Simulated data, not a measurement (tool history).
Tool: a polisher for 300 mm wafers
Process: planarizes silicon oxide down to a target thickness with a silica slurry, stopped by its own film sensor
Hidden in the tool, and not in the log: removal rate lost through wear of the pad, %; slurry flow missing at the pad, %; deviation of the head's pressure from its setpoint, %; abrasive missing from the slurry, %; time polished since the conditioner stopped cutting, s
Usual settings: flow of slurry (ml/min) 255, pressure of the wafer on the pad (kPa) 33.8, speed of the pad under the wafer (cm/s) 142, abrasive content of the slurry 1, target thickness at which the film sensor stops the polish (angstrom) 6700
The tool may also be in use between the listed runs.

run,hour,flow of slurry (ml/min),pressure of the wafer on the pad (kPa),speed of the pad under the wafer (cm/s),abrasive content of the slurry,target thickness at which the film sensor stops the polish (angstrom),wafers since the last listed run,wafers polished on this pad,hours since the slurry nozzle was cleaned,hours since the head pressure was calibrated,hours since the slurry blender was calibrated,hours since the conditioning disc was replaced,"incoming thickness of the incoming film, nm",time until the film sensor stopped the polish (s)
1,0,255,33.8,142,1,6700,0,997,300.2,594,118.4,88.4,1185,136.2
# hour 7.9: worn pad replaced by a new one
# hour 21.4: slurry blender recalibrated
2,23.8,255,33.8,142,1,6700,130,101,324,617.8,2.4,112.2,1195.4,127.3
3,57.3,255,33.8,142,1,6700,245,347,357.5,651.3,35.9,145.7,1185,127.6
4,91,255,33.8,142,1,6700,246,594,391.2,685,69.6,179.4,1213.7,143.3
5,108.2,255,33.8,142,1,6030,126,720,408.4,702.2,86.8,196.6,1207,160
6,120.3,255,33.8,142,1,6030,88,808,420.5,714.3,98.9,208.7,1195.7,154.9
7,137.5,255,33.8,142,1,6030,126,934,437.7,731.5,116.1,225.9,1194.6,158.3
# hour 142: worn pad replaced by a new one
# hour 153.3: slurry blender recalibrated
8,172.6,255,33.8,142,1,6700,213,209,472.8,766.6,19.3,261,1178.5,126.3
# hour 182.7: head pressure recalibrated
9,205.7,255,33.8,154,1,6700,227,437,505.9,23,52.4,294.1,1178.7,122.2
10,237.2,325,33.8,142,1,5810,230,668,537.4,54.5,83.9,325.6,1215.4,161.2
11,266.8,325,33.8,142,1,5810,216,885,567,84.1,113.5,355.2,1197,156.2
12,283.1,255,33.8,142,1,6700,119,1005,583.3,100.4,129.8,371.5,1194.1,135.7
# hour 287.2: conditioning disc replaced and pad reconditioned
# hour 287.8: worn pad replaced by a new one
# hour 314: slurry blender recalibrated
13,315.6,255,33.8,154,1,6700,204,188,615.8,132.9,1.6,28.4,1195.8,119.1
14,344.4,295,33.8,174,1.3,8360,211,399,644.6,161.7,30.4,57.2,1199.4,72.2
# hour 358.2: slurry nozzle cleaned
15,376,255,33.8,142,1,6700,224,624,17.8,193.3,62,88.8,1200.4,135.9
16,400.1,255,24.1,142,1,6700,176,800,41.9,217.4,86.1,112.9,1194.3,194.9
17,420,255,33.8,142,0.7,6700,145,946,61.8,237.3,106,132.8,1213.3,172.1
# hour 425: worn pad replaced by a new one
18,448.9,255,33.8,142,1.2,6700,182,175,90.7,266.2,134.9,161.7,1205.4,131.4
# hour 458.1: slurry blender recalibrated
19,462.7,255,33.8,142,1,6700,86,261,104.5,280,4.6,175.5,1191.2,125.4
20,495.6,220,33.8,184,1.1,6700,241,502,137.4,312.9,37.5,208.4,1205.5,112.5
21,525.8,255,33.8,106,1,6700,221,724,167.6,343.1,67.7,238.6,1201.4,161.7
# hour 548.6: worn pad replaced by a new one
22,550.6,215,42.7,100,1,5300,152,15,192.4,367.9,92.5,263.4,1184.3,170.6
23,585.3,255,33.8,142,1,6700,254,269,227.1,402.6,127.2,298.1,1206.6,139.1
24,609.7,320,22.8,142,1,5540,178,448,251.5,427,151.6,322.5,1206.1,255.4

The same runs without the tool's hidden state, with the same run-to-run variation:
run,time until the film sensor stopped the polish (s)
1,122.2
2,125.8
3,120
4,131
5,144.8
6,139.6
7,141.9
8,122.3
9,114.2
10,147.7
11,141.5
12,122.5
13,117.5
14,68.6
15,124.4
16,175.9
17,151.4
18,118
19,124.2
20,106.7
21,149.1
22,155.4
23,125.4
24,229.3
